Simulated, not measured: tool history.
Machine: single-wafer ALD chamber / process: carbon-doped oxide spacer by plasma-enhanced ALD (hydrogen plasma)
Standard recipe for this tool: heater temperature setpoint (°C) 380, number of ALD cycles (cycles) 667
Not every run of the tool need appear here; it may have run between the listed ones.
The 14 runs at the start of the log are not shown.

run,hour,heater temperature setpoint (°C),number of ALD cycles (cycles),wafers since the last listed run,hours since the last thermocouple change,hours since the gauge calibration,"read-back reference wafer on the same gauge, thickness_nm",mean film thickness on the monitor wafer (angstrom)
15,170.7,391,667,3,42.6,356.1,32.943,327.18
16,184,380,667,4,55.9,369.4,32.974,326.52
17,201.1,370,763,6,73,386.5,32.899,374.31
18,209.1,380,667,2,81,394.5,32.906,326.84
19,224.9,380,609,5,96.8,410.3,32.888,299.1
20,236.8,388,600,4,108.7,422.2,32.871,294.11
21,253.9,380,667,6,125.8,439.3,32.89,327.31
# hour 261.8: gauge calibrated
22,266.1,386,623,4,138,4.3,33.25,307.82
23,273.6,391,749,2,145.5,11.8,33.259,370.86
24,300,395,753,9,171.9,38.2,33.221,372.32
25,311.3,380,667,4,183.2,49.5,33.243,330.38
26,323.1,395,753,4,195,61.3,33.2,371.8
27,332.8,380,667,3,204.7,71,33.166,331.23
28,342.2,380,667,3,214.1,80.4,33.229,329.51
29,348.9,387,667,2,220.8,87.1,33.212,329.82
30,366.3,394,667,6,238.2,104.5,33.156,329.31
31,378.8,370,569,4,250.7,117,33.169,280.17
32,386,380,750,2,257.9,124.2,33.171,371.05

Branching from run 32: 4 alternative next runs. What would each branch give?
A,387.4,380,667,0,259.3,125.6,?,?
B,387.4,392,633,0,259.3,125.6,?,?
C,387.4,373,667,0,259.3,125.6,?,?
D,387.4,387,778,0,259.3,125.6,?,?

run,"read-back reference wafer on the same gauge, thickness_nm",mean film thickness on the monitor wafer (angstrom)
A,33.12,329.26
B,33.12,312.47
C,33.12,329.26
D,33.12,384.05
With no hidden state in the tool, these same runs would have given:
run,mean film thickness on the monitor wafer (angstrom)
A,330.62
B,313.77
C,330.62
D,385.65

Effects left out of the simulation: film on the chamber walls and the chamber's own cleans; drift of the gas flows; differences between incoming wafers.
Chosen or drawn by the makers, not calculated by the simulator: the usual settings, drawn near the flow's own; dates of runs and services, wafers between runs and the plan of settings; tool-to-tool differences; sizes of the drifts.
